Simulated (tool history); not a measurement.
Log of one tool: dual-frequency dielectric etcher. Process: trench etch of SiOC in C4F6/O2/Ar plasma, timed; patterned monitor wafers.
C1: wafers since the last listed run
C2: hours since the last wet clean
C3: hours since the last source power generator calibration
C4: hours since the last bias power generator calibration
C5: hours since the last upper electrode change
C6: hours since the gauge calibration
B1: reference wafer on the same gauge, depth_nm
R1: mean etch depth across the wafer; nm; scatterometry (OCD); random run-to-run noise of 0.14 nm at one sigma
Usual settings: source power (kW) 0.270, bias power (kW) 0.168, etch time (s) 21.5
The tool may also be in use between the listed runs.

{"run": 1, "hour": 0.0, "source power (kW)": 0.27, "bias power (kW)": 0.168, "etch time (s)": 19.5, "C1": 0, "C2": 337.3, "C3": 4431.5, "C4": 317.6, "C5": 2572.5, "C6": 270.5, "B1": 36.32, "R1": 34.95}
{"run": 2, "hour": 106.9, "source power (kW)": 0.27, "bias power (kW)": 0.168, "etch time (s)": 19.5, "C1": 1601, "C2": 444.2, "C3": 4538.4, "C4": 424.5, "C5": 2679.4, "C6": 377.4, "B1": 36.25, "R1": 35.0}
{"run": 3, "hour": 143.8, "source power (kW)": 0.27, "bias power (kW)": 0.168, "etch time (s)": 19.5, "C1": 552, "C2": 481.1, "C3": 4575.3, "C4": 461.4, "C5": 2716.3, "C6": 414.3, "B1": 36.31, "R1": 34.74}
{"hour": 199.1, "done": "wet clean of the chamber"}
{"run": 4, "hour": 199.6, "source power (kW)": 0.27, "bias power (kW)": 0.168, "etch time (s)": 21.5, "C1": 476, "C2": 0.5, "C3": 4631.1, "C4": 517.2, "C5": 2772.1, "C6": 470.1, "B1": 36.29, "R1": 38.5}
{"run": 5, "hour": 232.3, "source power (kW)": 0.27, "bias power (kW)": 0.168, "etch time (s)": 21.5, "C1": 489, "C2": 33.2, "C3": 4663.8, "C4": 549.9, "C5": 2804.8, "C6": 502.8, "B1": 36.33, "R1": 38.54}
{"run": 6, "hour": 318.0, "source power (kW)": 0.27, "bias power (kW)": 0.168, "etch time (s)": 21.5, "C1": 1283, "C2": 118.9, "C3": 4749.5, "C4": 635.6, "C5": 2890.5, "C6": 588.5, "B1": 36.27, "R1": 38.75}
{"run": 7, "hour": 413.3, "source power (kW)": 0.27, "bias power (kW)": 0.168, "etch time (s)": 21.5, "C1": 1427, "C2": 214.2, "C3": 4844.8, "C4": 730.9, "C5": 2985.8, "C6": 683.8, "B1": 36.27, "R1": 38.36}
{"run": 8, "hour": 511.2, "source power (kW)": 0.27, "bias power (kW)": 0.168, "etch time (s)": 25.5, "C1": 1466, "C2": 312.1, "C3": 4942.7, "C4": 828.8, "C5": 3083.7, "C6": 781.7, "B1": 36.37, "R1": 45.86}
{"run": 9, "hour": 574.8, "source power (kW)": 0.27, "bias power (kW)": 0.168, "etch time (s)": 25.5, "C1": 952, "C2": 375.7, "C3": 5006.3, "C4": 892.4, "C5": 3147.3, "C6": 845.3, "B1": 36.28, "R1": 45.74}
{"run": 10, "hour": 637.6, "source power (kW)": 0.27, "bias power (kW)": 0.168, "etch time (s)": 25.5, "C1": 940, "C2": 438.5, "C3": 5069.1, "C4": 955.2, "C5": 3210.1, "C6": 908.1, "B1": 36.24, "R1": 45.78}
{"hour": 701.2, "done": "wet clean of the chamber"}
{"run": 11, "hour": 701.7, "source power (kW)": 0.27, "bias power (kW)": 0.168, "etch time (s)": 21.5, "C1": 600, "C2": 0.5, "C3": 5133.2, "C4": 1019.3, "C5": 3274.2, "C6": 972.2, "B1": 36.28, "R1": 38.71}
{"hour": 778.7, "done": "source power generator calibrated"}
{"run": 12, "hour": 779.2, "source power (kW)": 0.27, "bias power (kW)": 0.168, "etch time (s)": 21.5, "C1": 1101, "C2": 78.0, "C3": 0.5, "C4": 1096.8, "C5": 3351.7, "C6": 1049.7, "B1": 36.25, "R1": 38.85}
{"run": 13, "hour": 866.3, "source power (kW)": 0.27, "bias power (kW)": 0.168, "etch time (s)": 21.5, "C1": 1304, "C2": 165.1, "C3": 87.6, "C4": 1183.9, "C5": 3438.8, "C6": 1136.8, "B1": 36.35, "R1": 38.66}
{"run": 14, "hour": 920.3, "source power (kW)": 0.27, "bias power (kW)": 0.168, "etch time (s)": 25.0, "C1": 808, "C2": 219.1, "C3": 141.6, "C4": 1237.9, "C5": 3492.8, "C6": 1190.8, "B1": 36.28, "R1": 44.78}
{"run": 15, "hour": 983.1, "source power (kW)": 0.27, "bias power (kW)": 0.168, "etch time (s)": 21.5, "C1": 940, "C2": 281.9, "C3": 204.4, "C4": 1300.7, "C5": 3555.6, "C6": 1253.6, "B1": 36.32, "R1": 38.69}
{"run": 16, "hour": 1027.1, "source power (kW)": 0.27, "bias power (kW)": 0.168, "etch time (s)": 21.5, "C1": 659, "C2": 325.9, "C3": 248.4, "C4": 1344.7, "C5": 3599.6, "C6": 1297.6, "B1": 36.3, "R1": 38.62}
{"run": 17, "hour": 1071.5, "source power (kW)": 0.27, "bias power (kW)": 0.201, "etch time (s)": 21.5, "C1": 665, "C2": 370.3, "C3": 292.8, "C4": 1389.1, "C5": 3644.0, "C6": 1342.0, "B1": 36.28, "R1": 41.46}
{"hour": 1117.7, "done": "wet clean of the chamber"}
{"run": 18, "hour": 1146.5, "source power (kW)": 0.33, "bias power (kW)": 0.2, "etch time (s)": 23.5, "C1": 763, "C2": 28.8, "C3": 367.8, "C4": 1464.1, "C5": 3719.0, "C6": 1417.0, "B1": 36.35, "R1": 47.98}
{"run": 19, "hour": 1246.4, "source power (kW)": 0.27, "bias power (kW)": 0.195, "etch time (s)": 21.5, "C1": 1496, "C2": 128.7, "C3": 467.7, "C4": 1564.0, "C5": 3818.9, "C6": 1516.9, "B1": 36.29, "R1": 41.09}
{"hour": 1284.1, "done": "gauge calibrated"}
{"run": 20, "hour": 1318.5, "source power (kW)": 0.27, "bias power (kW)": 0.185, "etch time (s)": 23.5, "C1": 1080, "C2": 200.8, "C3": 539.8, "C4": 1636.1, "C5": 3891.0, "C6": 34.4, "B1": 36.27, "R1": 43.94}
{"run": 21, "hour": 1403.4, "source power (kW)": 0.32, "bias power (kW)": 0.146, "etch time (s)": 24.0, "C1": 1271, "C2": 285.7, "C3": 624.7, "C4": 1721.0, "C5": 3975.9, "C6": 119.3, "B1": 36.33, "R1": 43.39}
{"hour": 1532.6, "done": "bias power generator calibrated"}
{"hour": 1561.9, "done": "upper electrode replaced"}
{"hour": 1671.3, "done": "wet clean of the chamber"}
{"run": 22, "hour": 1671.8, "source power (kW)": 0.31, "bias power (kW)": 0.134, "etch time (s)": 26.5, "C1": 3241, "C2": 0.5, "C3": 893.1, "C4": 139.2, "C5": 109.9, "C6": 387.7, "B1": 36.28, "R1": 45.42}
{"run": 23, "hour": 1711.8, "source power (kW)": 0.27, "bias power (kW)": 0.168, "etch time (s)": 21.5, "C1": 599, "C2": 40.5, "C3": 933.1, "C4": 179.2, "C5": 149.9, "C6": 427.7, "B1": 36.28, "R1": 38.68}
{"run": 24, "hour": 1789.2, "source power (kW)": 0.27, "bias power (kW)": 0.168, "etch time (s)": 21.5, "C1": 1159, "C2": 117.9, "C3": 1010.5, "C4": 256.6, "C5": 227.3, "C6": 505.1, "B1": 36.26, "R1": 38.36}
{"run": 25, "hour": 1851.4, "source power (kW)": 0.24, "bias power (kW)": 0.168, "etch time (s)": 21.5, "C1": 931, "C2": 180.1, "C3": 1072.7, "C4": 318.8, "C5": 289.5, "C6": 567.3, "B1": 36.28, "R1": 37.21}
{"run": 26, "hour": 1906.7, "source power (kW)": 0.24, "bias power (kW)": 0.192, "etch time (s)": 21.5, "C1": 828, "C2": 235.4, "C3": 1128.0, "C4": 374.1, "C5": 344.8, "C6": 622.6, "B1": 36.35, "R1": 39.14}
{"run": 27, "hour": 2006.8, "source power (kW)": 0.27, "bias power (kW)": 0.145, "etch time (s)": 21.5, "C1": 1499, "C2": 335.5, "C3": 1228.1, "C4": 474.2, "C5": 444.9, "C6": 722.7, "B1": 36.31, "R1": 36.43}
{"run": 28, "hour": 2075.8, "source power (kW)": 0.27, "bias power (kW)": 0.191, "etch time (s)": 15.5, "C1": 1033, "C2": 404.5, "C3": 1297.1, "C4": 543.2, "C5": 513.9, "C6": 791.7, "B1": 36.26, "R1": 29.14}
{"run": 29, "hour": 2120.1, "source power (kW)": 0.27, "bias power (kW)": 0.168, "etch time (s)": 21.5, "C1": 663, "C2": 448.8, "C3": 1341.4, "C4": 587.5, "C5": 558.2, "C6": 836.0, "B1": 36.33, "R1": 38.47}
{"hour": 2161.3, "done": "wet clean of the chamber"}
{"run": 30, "hour": 2198.4, "source power (kW)": 0.27, "bias power (kW)": 0.168, "etch time (s)": 21.5, "C1": 813, "C2": 37.1, "C3": 1419.7, "C4": 665.8, "C5": 636.5, "C6": 914.3, "B1": 36.3, "R1": 38.55}

Selected run-to-run steps in R1, each split into two signed amounts: the part the tool would show with no hidden state at all (from settings, incoming material and random variation), and the remainder, which goes to the hidden state together with any gauge scatter not common to the measured and the hidden-state-free results:
What the log doesn't record here: etch rate over this chamber's usual, %; source power that arrives over what is set, %; bias power that arrives over what is set, %; gauge reads high (%).
Run 7 -> 8: etch time (s) 21.5 -> 25.5. R1 +7.50 nm: hidden state +0.05, all else +7.45.
Run 16 -> 17: bias power (kW) 0.168 -> 0.201. R1 +2.84 nm: hidden state +0.06, all else +2.78.
Run 17 -> 18: source power (kW) 0.270 -> 0.330, bias power (kW) 0.201 -> 0.200, etch time (s) 21.5 -> 23.5, wet clean of the chamber. R1 +6.52 nm: hidden state +0.08, all else +6.44.
Run 21 -> 22: source power (kW) 0.320 -> 0.310, bias power (kW) 0.146 -> 0.134, etch time (s) 24.0 -> 26.5, bias power generator calibrated, upper electrode replaced, wet clean of the chamber. R1 +2.03 nm: hidden state -0.52, all else +2.55.
Run 27 -> 28: bias power (kW) 0.145 -> 0.191, etch time (s) 21.5 -> 15.5. R1 -7.29 nm: hidden state +0.01, all else -7.30.
Run 28 -> 29: bias power (kW) 0.191 -> 0.168, etch time (s) 15.5 -> 21.5. R1 +9.33 nm: hidden state +0.00, all else +9.33.
